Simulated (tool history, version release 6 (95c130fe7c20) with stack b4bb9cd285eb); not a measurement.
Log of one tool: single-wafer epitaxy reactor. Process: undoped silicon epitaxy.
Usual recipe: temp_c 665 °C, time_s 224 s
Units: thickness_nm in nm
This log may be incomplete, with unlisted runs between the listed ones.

| run | hour | temp_c | time_s | wafers since the last listed run | hours since the last pyrometer calibration | hours since the gauge calibration | read-back reference wafer on the same gauge, thickness_nm | thickness_nm |
|---|---|---|---|---|---|---|---|---|
| 1 | 0.0 | 658 | 224 | 0 | 952.0 | 164.6 | 64.375 | 42.798 |
| 2 | 8.8 | 658 | 224 | 40 | 960.8 | 173.4 | 64.285 | 42.836 |
| 3 | 23.6 | 677 | 224 | 67 | 975.6 | 188.2 | 64.152 | 61.491 |
| 4 | 67.2 | 677 | 224 | 200 | 1019.2 | 231.8 | 64.346 | 61.353 |
| 5 | 81.0 | 677 | 224 | 63 | 1033.0 | 245.6 | 64.269 | 60.985 |
| 6 | 93.4 | 665 | 224 | 56 | 1045.4 | 258.0 | 64.373 | 48.730 |
| 7 | 105.8 | 665 | 224 | 56 | 1057.8 | 270.4 | 64.327 | 48.893 |
|  | 119.9 | pyrometer calibrated |
| 8 | 120.4 | 662 | 224 | 30 | 0.5 | 285.0 | 64.210 | 50.959 |
| 9 | 129.5 | 662 | 224 | 41 | 9.6 | 294.1 | 64.373 | 51.014 |
| 10 | 144.0 | 662 | 224 | 66 | 24.1 | 308.6 | 64.266 | 50.616 |
| 11 | 158.1 | 665 | 224 | 64 | 38.2 | 322.7 | 64.248 | 53.576 |
| 12 | 175.5 | 665 | 224 | 79 | 55.6 | 340.1 | 64.308 | 52.961 |
|  | 180.1 | gauge calibrated |
| 13 | 191.6 | 659 | 261 | 73 | 71.7 | 11.5 | 64.360 | 55.252 |
| 14 | 201.0 | 654 | 224 | 43 | 81.1 | 20.9 | 64.248 | 42.964 |
| 15 | 209.1 | 665 | 224 | 37 | 89.2 | 29.0 | 64.205 | 52.537 |

Run 16 has not been measured yet. What should we expect?
| 16 | 224.6 | 658 | 188 | 71 | 104.7 | 44.5 | ? | ? |

Run 16 gave read-back reference wafer on the same gauge, thickness_nm 64.308, thickness_nm 38.678 nm.
Take away the tool's hidden state, keep the run-to-run variation as it was, and the same run would have given thickness_nm 39.604 nm.
